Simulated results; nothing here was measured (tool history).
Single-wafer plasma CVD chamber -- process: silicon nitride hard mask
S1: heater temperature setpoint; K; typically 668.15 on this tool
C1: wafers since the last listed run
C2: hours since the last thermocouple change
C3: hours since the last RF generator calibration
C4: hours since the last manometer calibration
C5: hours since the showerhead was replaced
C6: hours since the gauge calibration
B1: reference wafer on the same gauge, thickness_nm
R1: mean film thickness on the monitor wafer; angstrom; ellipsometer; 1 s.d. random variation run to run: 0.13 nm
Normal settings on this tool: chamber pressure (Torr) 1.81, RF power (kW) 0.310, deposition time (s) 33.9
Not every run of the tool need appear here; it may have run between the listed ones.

Run 1, hour 0.0: usual settings but chamber pressure (Torr) 2.12; C1 0; C2 957.3; C3 588.6; C4 976.2; C5 6585.7; C6 242.8; B1 39.227. Result: R1 401.97 angstrom.
Run 2, hour 12.6: usual settings but chamber pressure (Torr) 2.12; C1 240; C2 969.9; C3 601.2; C4 988.8; C5 6598.3; C6 255.4; B1 39.195. Result: R1 401.24 angstrom.
Run 3, hour 26.1: usual settings but chamber pressure (Torr) 2.12; C1 257; C2 983.4; C3 614.7; C4 1002.3; C5 6611.8; C6 268.9; B1 39.211. Result: R1 402.79 angstrom.
Run 4, hour 34.1: usual settings; C1 152; C2 991.4; C3 622.7; C4 1010.3; C5 6619.8; C6 276.9; B1 39.216. Result: R1 388.43 angstrom.
Run 5, hour 41.6: usual settings; C1 143; C2 998.9; C3 630.2; C4 1017.8; C5 6627.3; C6 284.4; B1 39.180. Result: R1 388.74 angstrom.
Run 6, hour 57.3: usual settings; C1 299; C2 1014.6; C3 645.9; C4 1033.5; C5 6643.0; C6 300.1; B1 39.183. Result: R1 388.93 angstrom.
Run 7, hour 79.5: usual settings; C1 423; C2 1036.8; C3 668.1; C4 1055.7; C5 6665.2; C6 322.3; B1 39.162. Result: R1 389.68 angstrom.
Run 8, hour 85.9: usual settings; C1 122; C2 1043.2; C3 674.5; C4 1062.1; C5 6671.6; C6 328.7; B1 39.239. Result: R1 389.34 angstrom.
Run 9, hour 101.1: usual settings; C1 290; C2 1058.4; C3 689.7; C4 1077.3; C5 6686.8; C6 343.9; B1 39.202. Result: R1 388.02 angstrom.
At hour 117.0: gauge calibrated.
Run 10, hour 118.8: usual settings but RF power (kW) 0.340; C1 337; C2 1076.1; C3 707.4; C4 1095.0; C5 6704.5; C6 1.8; B1 39.215. Result: R1 412.99 angstrom.
Run 11, hour 131.4: usual settings; C1 240; C2 1088.7; C3 720.0; C4 1107.6; C5 6717.1; C6 14.4; B1 39.157. Result: R1 389.81 angstrom.
At hour 150.2: capacitance manometer re-zeroed and calibrated.
Run 12, hour 150.7: usual settings; C1 215; C2 1108.0; C3 739.3; C4 0.5; C5 6736.4; C6 33.7; B1 39.138. Result: R1 389.18 angstrom.
Run 13, hour 157.1: usual settings but S1 659.15 K, chamber pressure (Torr) 1.94; C1 122; C2 1114.4; C3 745.7; C4 6.9; C5 6742.8; C6 40.1; B1 39.159. Result: R1 394.87 angstrom.
Run 14, hour 166.4: usual settings but S1 664.15 K; C1 177; C2 1123.7; C3 755.0; C4 16.2; C5 6752.1; C6 49.4; B1 39.182. Result: R1 391.63 angstrom.
Run 15, hour 181.5: usual settings but S1 655.15 K, chamber pressure (Torr) 1.69; C1 288; C2 1138.8; C3 770.1; C4 31.3; C5 6767.2; C6 64.5; B1 39.174. Result: R1 383.84 angstrom.
At hour 191.8: RF generator calibrated.
Run 16, hour 192.3: usual settings but S1 679.15 K, RF power (kW) 0.345, deposition time (s) 36.5; C1 53; C2 1149.6; C3 0.5; C4 42.1; C5 6778.0; C6 75.3; B1 39.193. Result: R1 447.41 angstrom.
At hour 210.0: thermocouple changed; heater temperature recalibrated.
Run 17, hour 210.5: usual settings; C1 194; C2 0.5; C3 18.7; C4 60.3; C5 6796.2; C6 93.5; B1 39.248. Result: R1 389.24 angstrom.
Run 18, hour 221.4: usual settings; C1 207; C2 11.4; C3 29.6; C4 71.2; C5 6807.1; C6 104.4; B1 39.204. Result: R1 389.46 angstrom.
Run 19, hour 227.5: usual settings but deposition time (s) 40.4; C1 116; C2 17.5; C3 35.7; C4 77.3; C5 6813.2; C6 110.5; B1 39.169. Result: R1 461.12 angstrom.
At hour 245.3: showerhead replaced.
Run 20, hour 245.8: usual settings but RF power (kW) 0.250, deposition time (s) 27.8; C1 196; C2 35.8; C3 54.0; C4 95.6; C5 0.5; C6 128.8; B1 39.213. Result: R1 275.00 angstrom.
Run 21, hour 253.8: usual settings but RF power (kW) 0.335; C1 152; C2 43.8; C3 62.0; C4 103.6; C5 8.5; C6 136.8; B1 39.210. Result: R1 409.60 angstrom.
Run 22, hour 284.5: usual settings; C1 585; C2 74.5; C3 92.7; C4 134.3; C5 39.2; C6 167.5; B1 39.190. Result: R1 388.98 angstrom.
Run 23, hour 291.2: usual settings but RF power (kW) 0.360; C1 127; C2 81.2; C3 99.4; C4 141.0; C5 45.9; C6 174.2; B1 39.209. Result: R1 429.10 angstrom.
Run 24, hour 299.7: usual settings but S1 672.15 K; C1 162; C2 89.7; C3 107.9; C4 149.5; C5 54.4; C6 182.7; B1 39.195. Result: R1 387.13 angstrom.
Run 25, hour 311.1: usual settings but chamber pressure (Torr) 1.53, deposition time (s) 38.1; C1 217; C2 101.1; C3 119.3; C4 160.9; C5 65.8; C6 194.1; B1 39.168. Result: R1 421.42 angstrom.

Forecast each of these 3 alternatives for the next run:
Run A, hour 311.5: usual settings but S1 659.15 K; C1 7; C2 101.5; C3 119.7; C4 161.3; C5 66.2; C6 194.5; B1 ?. Result: R1 ?.
Run B, hour 311.5: usual settings but S1 655.15 K, chamber pressure (Torr) 1.99, RF power (kW) 0.290; C1 7; C2 101.5; C3 119.7; C4 161.3; C5 66.2; C6 194.5; B1 ?. Result: R1 ?.
Run C, hour 311.5: usual settings but chamber pressure (Torr) 1.42, RF power (kW) 0.280, deposition time (s) 38.7; C1 7; C2 101.5; C3 119.7; C4 161.3; C5 66.2; C6 194.5; B1 ?. Result: R1 ?.

run      B1      R1
  A  39.184  392.19
  B  39.184  383.13
  C  39.184  397.13
What these runs would have given with no unlogged condition in the tool:
run      R1
  A  392.19
  B  383.13
  C  397.13
